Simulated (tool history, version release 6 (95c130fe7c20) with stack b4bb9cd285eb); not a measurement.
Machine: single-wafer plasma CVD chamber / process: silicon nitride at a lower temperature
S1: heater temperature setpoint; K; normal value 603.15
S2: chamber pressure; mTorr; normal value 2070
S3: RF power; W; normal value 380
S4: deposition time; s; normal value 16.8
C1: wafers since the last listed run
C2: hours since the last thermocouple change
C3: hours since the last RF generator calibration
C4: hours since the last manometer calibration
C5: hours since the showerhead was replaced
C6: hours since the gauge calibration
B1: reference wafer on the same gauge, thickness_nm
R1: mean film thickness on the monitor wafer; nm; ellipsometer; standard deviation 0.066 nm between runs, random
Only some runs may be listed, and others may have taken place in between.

| run | hour | S1 | S2 | S3 | S4 | C1 | C2 | C3 | C4 | C5 | C6 | B1 | R1 |
|---|---|---|---|---|---|---|---|---|---|---|---|---|---|
| 1 | 0.0 | 603.15 | 2070 | 380 | 15.9 | 0 | 1723.8 | 1544.9 | 799.1 | 5004.7 | 484.7 | 22.897 | 23.901 |
| 2 | 18.3 | 603.15 | 2070 | 380 | 15.9 | 430 | 1742.1 | 1563.2 | 817.4 | 5023.0 | 503.0 | 22.905 | 23.941 |
| 3 | 39.0 | 599.15 | 2070 | 380 | 18.4 | 486 | 1762.8 | 1583.9 | 838.1 | 5043.7 | 523.7 | 22.897 | 27.728 |
| 4 | 55.9 | 599.15 | 2070 | 380 | 18.4 | 397 | 1779.7 | 1600.8 | 855.0 | 5060.6 | 540.6 | 22.910 | 27.710 |
| 5 | 69.1 | 603.15 | 2070 | 380 | 16.8 | 310 | 1792.9 | 1614.0 | 868.2 | 5073.8 | 553.8 | 22.913 | 25.250 |
| 6 | 83.1 | 603.15 | 2070 | 380 | 16.8 | 329 | 1806.9 | 1628.0 | 882.2 | 5087.8 | 567.8 | 22.915 | 25.270 |
| 7 | 106.5 | 603.15 | 2070 | 380 | 16.8 | 550 | 1830.3 | 1651.4 | 905.6 | 5111.2 | 591.2 | 22.901 | 25.371 |
| 8 | 138.7 | 603.15 | 2070 | 380 | 16.8 | 757 | 1862.5 | 1683.6 | 937.8 | 5143.4 | 623.4 | 22.889 | 25.196 |
| 9 | 164.1 | 603.15 | 2240 | 380 | 16.8 | 597 | 1887.9 | 1709.0 | 963.2 | 5168.8 | 648.8 | 22.886 | 25.695 |
| 10 | 185.4 | 593.15 | 2070 | 380 | 16.8 | 500 | 1909.2 | 1730.3 | 984.5 | 5190.1 | 670.1 | 22.894 | 25.256 |
| 11 | 197.8 | 593.15 | 2070 | 380 | 16.8 | 291 | 1921.6 | 1742.7 | 996.9 | 5202.5 | 682.5 | 22.888 | 25.310 |
|  | 206.1 | thermocouple changed; heater temperature recalibrated |
| 12 | 228.8 | 603.15 | 2070 | 380 | 16.8 | 540 | 22.7 | 1773.7 | 1027.9 | 5233.5 | 713.5 | 22.906 | 25.265 |
| 13 | 260.7 | 603.15 | 2070 | 380 | 16.8 | 750 | 54.6 | 1805.6 | 1059.8 | 5265.4 | 745.4 | 22.908 | 25.305 |
|  | 261.3 | gauge calibrated |
| 14 | 283.1 | 603.15 | 2070 | 380 | 16.8 | 526 | 77.0 | 1828.0 | 1082.2 | 5287.8 | 21.8 | 22.904 | 25.227 |
|  | 292.7 | capacitance manometer re-zeroed and calibrated |
| 15 | 304.0 | 603.15 | 2070 | 380 | 16.8 | 303 | 97.9 | 1848.9 | 11.3 | 5308.7 | 42.7 | 22.901 | 25.194 |
| 16 | 331.9 | 603.15 | 2560 | 380 | 14.1 | 656 | 125.8 | 1876.8 | 39.2 | 5336.6 | 70.6 | 22.898 | 22.347 |
|  | 349.7 | showerhead replaced |
| 17 | 350.2 | 613.15 | 2070 | 400 | 16.8 | 242 | 144.1 | 1895.1 | 57.5 | 0.5 | 88.9 | 22.899 | 25.922 |
| 18 | 368.0 | 610.15 | 2250 | 440 | 13.6 | 418 | 161.9 | 1912.9 | 75.3 | 18.3 | 106.7 | 22.899 | 22.481 |
| 19 | 393.8 | 603.15 | 2070 | 380 | 15.1 | 606 | 187.7 | 1938.7 | 101.1 | 44.1 | 132.5 | 22.898 | 22.726 |
| 20 | 424.7 | 603.15 | 2070 | 380 | 16.8 | 726 | 218.6 | 1969.6 | 132.0 | 75.0 | 163.4 | 22.894 | 25.183 |
| 21 | 456.7 | 603.15 | 2510 | 380 | 19.8 | 752 | 250.6 | 2001.6 | 164.0 | 107.0 | 195.4 | 22.896 | 31.082 |
|  | 477.5 | RF generator calibrated |
| 22 | 478.0 | 603.15 | 2240 | 380 | 16.8 | 312 | 271.9 | 0.5 | 185.3 | 128.3 | 216.7 | 22.892 | 26.611 |
| 23 | 506.3 | 603.15 | 2070 | 380 | 16.8 | 665 | 300.2 | 28.8 | 213.6 | 156.6 | 245.0 | 22.914 | 26.162 |
| 24 | 518.6 | 603.15 | 2070 | 380 | 16.8 | 289 | 312.5 | 41.1 | 225.9 | 168.9 | 257.3 | 22.896 | 26.035 |
| 25 | 543.4 | 603.15 | 2070 | 450 | 16.8 | 583 | 337.3 | 65.9 | 250.7 | 193.7 | 282.1 | 22.898 | 28.342 |
| 26 | 568.4 | 603.15 | 2070 | 380 | 16.8 | 587 | 362.3 | 90.9 | 275.7 | 218.7 | 307.1 | 22.906 | 25.990 |
| 27 | 585.0 | 603.15 | 1690 | 380 | 18.0 | 390 | 378.9 | 107.5 | 292.3 | 235.3 | 323.7 | 22.910 | 26.404 |
| 28 | 611.4 | 603.15 | 2070 | 380 | 16.8 | 620 | 405.3 | 133.9 | 318.7 | 261.7 | 350.1 | 22.897 | 25.897 |
| 29 | 628.6 | 612.15 | 2070 | 410 | 16.8 | 404 | 422.5 | 151.1 | 335.9 | 278.9 | 367.3 | 22.911 | 26.826 |
| 30 | 653.9 | 597.15 | 2250 | 380 | 14.3 | 594 | 447.8 | 176.4 | 361.2 | 304.2 | 392.6 | 22.899 | 22.480 |

What was the tool's hidden state at every run in the log?
wafer temperature above the value expected at the setpoint (K): 0 across all the runs
true pressure above the setpoint (%): 0 across all the runs
gauge reads high (%): 0 across all the runs
H1: delivered RF power above the setpoint (%)
| run | H1 |
|---|---|
| 1 | -7.52 |
| 2 | -7.55 |
| 3 | -7.58 |
| 4 | -7.6 |
| 5 | -7.62 |
| 6 | -7.64 |
| 7 | -7.67 |
| 8 | -7.71 |
| 9 | -7.74 |
| 10 | -7.77 |
| 11 | -7.78 |
| 12 | -7.82 |
| 13 | -7.85 |
| 14 | -7.88 |
| 15 | -7.9 |
| 16 | -7.93 |
| 17 | -7.94 |
| 18 | -7.96 |
| 19 | -7.98 |
| 20 | -8.01 |
| 21 | -8.04 |
| 22 | -1.81 |
| 23 | -2.11 |
| 24 | -2.23 |
| 25 | -2.48 |
| 26 | -2.72 |
| 27 | -2.88 |
| 28 | -3.12 |
| 29 | -3.27 |
| 30 | -3.49 |
